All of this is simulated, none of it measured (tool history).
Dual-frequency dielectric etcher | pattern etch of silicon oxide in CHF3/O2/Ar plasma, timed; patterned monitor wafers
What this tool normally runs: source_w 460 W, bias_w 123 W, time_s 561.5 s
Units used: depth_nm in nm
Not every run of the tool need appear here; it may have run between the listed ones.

| run | hour | source_w | bias_w | time_s | read-back reference wafer on the same gauge, depth_nm | depth_nm |
|---|---|---|---|---|---|---|
| 1 | 0.0 | 460 | 123 | 561.5 | 655.0 | 765.1 |
| 2 | 53.7 | 460 | 123 | 561.5 | 654.9 | 776.4 |
| 3 | 100.7 | 460 | 123 | 561.5 | 654.2 | 776.9 |
| 4 | 155.2 | 460 | 123 | 561.5 | 655.4 | 775.5 |
| 5 | 190.9 | 460 | 123 | 561.5 | 654.5 | 776.3 |
| 6 | 219.3 | 460 | 123 | 561.5 | 654.8 | 774.7 |
| 7 | 262.4 | 460 | 123 | 436.0 | 654.7 | 606.0 |
| 8 | 306.7 | 460 | 123 | 561.5 | 654.9 | 780.4 |
| 9 | 347.0 | 460 | 123 | 561.5 | 655.5 | 789.2 |
|  | 350.5 | gauge calibrated |
|  | 409.5 | wet clean of the chamber |
|  | 428.9 | upper electrode replaced |
| 10 | 429.4 | 460 | 104 | 561.5 | 654.9 | 703.2 |
| 11 | 442.4 | 400 | 123 | 694.5 | 654.8 | 913.7 |
| 12 | 486.9 | 420 | 123 | 561.5 | 655.4 | 741.3 |
|  | 495.7 | bias power generator calibrated |
| 13 | 529.2 | 520 | 154 | 678.0 | 654.2 | 1098.5 |
| 14 | 558.2 | 460 | 94 | 665.0 | 654.5 | 820.6 |
|  | 594.1 | source power generator calibrated |
| 15 | 613.2 | 460 | 149 | 425.5 | 655.2 | 660.6 |
| 16 | 647.6 | 390 | 123 | 561.5 | 655.5 | 762.5 |
| 17 | 715.9 | 460 | 109 | 561.5 | 654.7 | 750.3 |
| 18 | 742.2 | 460 | 149 | 425.5 | 655.6 | 664.6 |
| 19 | 798.6 | 420 | 109 | 663.0 | 655.9 | 864.6 |
|  | 846.3 | wet clean of the chamber |
| 20 | 846.8 | 460 | 123 | 617.5 | 655.4 | 855.3 |
| 21 | 1019.1 | 460 | 123 | 424.0 | 655.4 | 593.2 |
| 22 | 1077.3 | 460 | 123 | 561.5 | 654.7 | 788.0 |
| 23 | 1109.9 | 430 | 103 | 623.0 | 654.8 | 780.5 |
| 24 | 1141.2 | 460 | 123 | 561.5 | 655.3 | 788.8 |
| 25 | 1194.2 | 460 | 137 | 661.0 | 654.9 | 984.0 |
|  | 1267.4 | wet clean of the chamber |
| 26 | 1267.9 | 460 | 123 | 561.5 | 655.1 | 769.5 |
| 27 | 1459.6 | 460 | 103 | 449.0 | 655.0 | 570.1 |
| 28 | 1486.8 | 460 | 106 | 712.0 | 654.7 | 918.3 |
| 29 | 1526.5 | 570 | 123 | 447.0 | 654.9 | 664.0 |
| 30 | 1562.2 | 340 | 133 | 428.5 | 654.9 | 575.6 |

3 options for the next run, each taken on its own from the tool as it stands now. Forecast them:
| A | 1562.8 | 460 | 144 | 561.5 | ? | ? |
| B | 1562.8 | 460 | 139 | 561.5 | ? | ? |
| C | 1562.8 | 420 | 101 | 706.0 | ? | ? |

| run | read-back reference wafer on the same gauge, depth_nm | depth_nm |
|---|---|---|
| A | 655.7 | 850.7 |
| B | 655.7 | 836.2 |
| C | 655.7 | 871.8 |
Without the tool's hidden state the same runs would have given:
| run | depth_nm |
|---|---|
| A | 849.7 |
| B | 835.0 |
| C | 869.1 |
